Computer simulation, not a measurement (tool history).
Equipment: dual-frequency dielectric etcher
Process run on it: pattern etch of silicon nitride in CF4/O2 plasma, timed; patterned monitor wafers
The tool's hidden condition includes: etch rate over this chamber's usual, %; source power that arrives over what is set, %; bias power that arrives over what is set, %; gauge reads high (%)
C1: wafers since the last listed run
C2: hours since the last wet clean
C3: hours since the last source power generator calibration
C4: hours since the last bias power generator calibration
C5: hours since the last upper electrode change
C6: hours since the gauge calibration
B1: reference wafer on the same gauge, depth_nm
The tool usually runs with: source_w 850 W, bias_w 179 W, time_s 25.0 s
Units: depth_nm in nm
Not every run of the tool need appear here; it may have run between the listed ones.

run 1 hour=0.0 | source_w=850 bias_w=179 time_s=25.0 | C1=0 C2=237.9 C3=2102.6 C4=440.4 C5=2113.7 C6=248.5 | B1=65.8 | depth_nm=77.2
run 2 hour=87.2 | source_w=850 bias_w=179 time_s=25.0 | C1=1095 C2=325.1 C3=2189.8 C4=527.6 C5=2200.9 C6=335.7 | B1=65.8 | depth_nm=77.5
run 3 hour=182.1 | source_w=850 bias_w=179 time_s=25.0 | C1=1192 C2=420.0 C3=2284.7 C4=622.5 C5=2295.8 C6=430.6 | B1=65.8 | depth_nm=77.7
run 4 hour=221.6 | source_w=850 bias_w=179 time_s=25.0 | C1=496 C2=459.5 C3=2324.2 C4=662.0 C5=2335.3 C6=470.1 | B1=65.8 | depth_nm=77.9
run 5 hour=263.9 | source_w=850 bias_w=179 time_s=25.0 | C1=531 C2=501.8 C3=2366.5 C4=704.3 C5=2377.6 C6=512.4 | B1=65.8 | depth_nm=77.8
-- hour=322.2 wet clean of the chamber
run 6 hour=335.1 | source_w=850 bias_w=179 time_s=25.0 | C1=593 C2=12.9 C3=2437.7 C4=775.5 C5=2448.8 C6=583.6 | B1=65.8 | depth_nm=76.2
run 7 hour=411.7 | source_w=920 bias_w=179 time_s=25.0 | C1=962 C2=89.5 C3=2514.3 C4=852.1 C5=2525.4 C6=660.2 | B1=65.8 | depth_nm=82.1
run 8 hour=497.1 | source_w=920 bias_w=179 time_s=25.0 | C1=1073 C2=174.9 C3=2599.7 C4=937.5 C5=2610.8 C6=745.6 | B1=65.8 | depth_nm=82.8
run 9 hour=554.0 | source_w=850 bias_w=179 time_s=30.0 | C1=715 C2=231.8 C3=2656.6 C4=994.4 C5=2667.7 C6=802.5 | B1=65.8 | depth_nm=92.4
run 10 hour=620.5 | source_w=850 bias_w=179 time_s=30.0 | C1=835 C2=298.3 C3=2723.1 C4=1060.9 C5=2734.2 C6=869.0 | B1=65.8 | depth_nm=92.8
-- hour=657.1 upper electrode replaced
run 11 hour=805.7 | source_w=850 bias_w=179 time_s=30.0 | C1=2026 C2=483.5 C3=2908.3 C4=1246.1 C5=148.6 C6=1054.2 | B1=65.8 | depth_nm=93.4
run 12 hour=843.6 | source_w=850 bias_w=179 time_s=25.0 | C1=476 C2=521.4 C3=2946.2 C4=1284.0 C5=186.5 C6=1092.1 | B1=65.8 | depth_nm=77.9
-- hour=934.1 wet clean of the chamber
run 13 hour=1066.8 | source_w=850 bias_w=179 time_s=25.0 | C1=2503 C2=132.7 C3=3169.4 C4=1507.2 C5=409.7 C6=1315.3 | B1=65.8 | depth_nm=76.6
run 14 hour=1104.8 | source_w=650 bias_w=134 time_s=25.0 | C1=477 C2=170.7 C3=3207.4 C4=1545.2 C5=447.7 C6=1353.3 | B1=65.8 | depth_nm=53.3
run 15 hour=1146.2 | source_w=730 bias_w=216 time_s=18.0 | C1=520 C2=212.1 C3=3248.8 C4=1586.6 C5=489.1 C6=1394.7 | B1=65.8 | depth_nm=52.2
run 16 hour=1216.9 | source_w=850 bias_w=136 time_s=22.0 | C1=888 C2=282.8 C3=3319.5 C4=1657.3 C5=559.8 C6=1465.4 | B1=65.8 | depth_nm=60.7
-- hour=1278.6 source power generator calibrated
run 17 hour=1295.5 | source_w=850 bias_w=179 time_s=30.0 | C1=937 C2=361.4 C3=16.9 C4=1735.9 C5=638.4 C6=1544.0 | B1=65.8 | depth_nm=93.0
run 18 hour=1400.6 | source_w=850 bias_w=179 time_s=25.0 | C1=1320 C2=466.5 C3=122.0 C4=1841.0 C5=743.5 C6=1649.1 | B1=65.8 | depth_nm=78.2
-- hour=1416.6 gauge calibrated
-- hour=1441.4 bias power generator calibrated
run 19 hour=1460.7 | source_w=650 bias_w=222 time_s=27.0 | C1=705 C2=526.6 C3=182.1 C4=19.3 C5=803.6 C6=44.1 | B1=65.8 | depth_nm=72.2
run 20 hour=1510.5 | source_w=850 bias_w=179 time_s=25.0 | C1=625 C2=576.4 C3=231.9 C4=69.1 C5=853.4 C6=93.9 | B1=65.8 | depth_nm=78.4
-- hour=1572.5 wet clean of the chamber
run 21 hour=1573.0 | source_w=850 bias_w=179 time_s=19.5 | C1=483 C2=0.5 C3=294.4 C4=131.6 C5=915.9 C6=156.4 | B1=65.8 | depth_nm=59.4
run 22 hour=1684.2 | source_w=850 bias_w=179 time_s=25.0 | C1=1397 C2=111.7 C3=405.6 C4=242.8 C5=1027.1 C6=267.6 | B1=65.8 | depth_nm=76.8
run 23 hour=1766.7 | source_w=970 bias_w=206 time_s=25.0 | C1=1036 C2=194.2 C3=488.1 C4=325.3 C5=1109.6 C6=350.1 | B1=65.8 | depth_nm=92.2
run 24 hour=1825.4 | source_w=960 bias_w=179 time_s=31.0 | C1=737 C2=252.9 C3=546.8 C4=384.0 C5=1168.3 C6=408.8 | B1=65.8 | depth_nm=107.3
run 25 hour=1875.1 | source_w=850 bias_w=179 time_s=19.0 | C1=624 C2=302.6 C3=596.5 C4=433.7 C5=1218.0 C6=458.5 | B1=65.8 | depth_nm=58.9
run 26 hour=1982.0 | source_w=950 bias_w=179 time_s=23.0 | C1=1343 C2=409.5 C3=703.4 C4=540.6 C5=1324.9 C6=565.4 | B1=65.8 | depth_nm=79.0

Here are 3 independent what-if runs from the current tool condition. What would each one return?
run A hour=1982.4 | source_w=850 bias_w=179 time_s=20.0 | C1=5 C2=409.9 C3=703.8 C4=541.0 C5=1325.3 C6=565.8 | B1=? | depth_nm=?
run B hour=1982.4 | source_w=850 bias_w=143 time_s=27.5 | C1=5 C2=409.9 C3=703.8 C4=541.0 C5=1325.3 C6=565.8 | B1=? | depth_nm=?
run C hour=1982.4 | source_w=850 bias_w=221 time_s=20.0 | C1=5 C2=409.9 C3=703.8 C4=541.0 C5=1325.3 C6=565.8 | B1=? | depth_nm=?

run=A B1=65.8 depth_nm=62.0
run=B B1=65.8 depth_nm=77.9
run=C B1=65.8 depth_nm=67.7
What these runs would have given with no unlogged condition in the tool:
run=A depth_nm=60.7
run=B depth_nm=76.2
run=C depth_nm=66.2
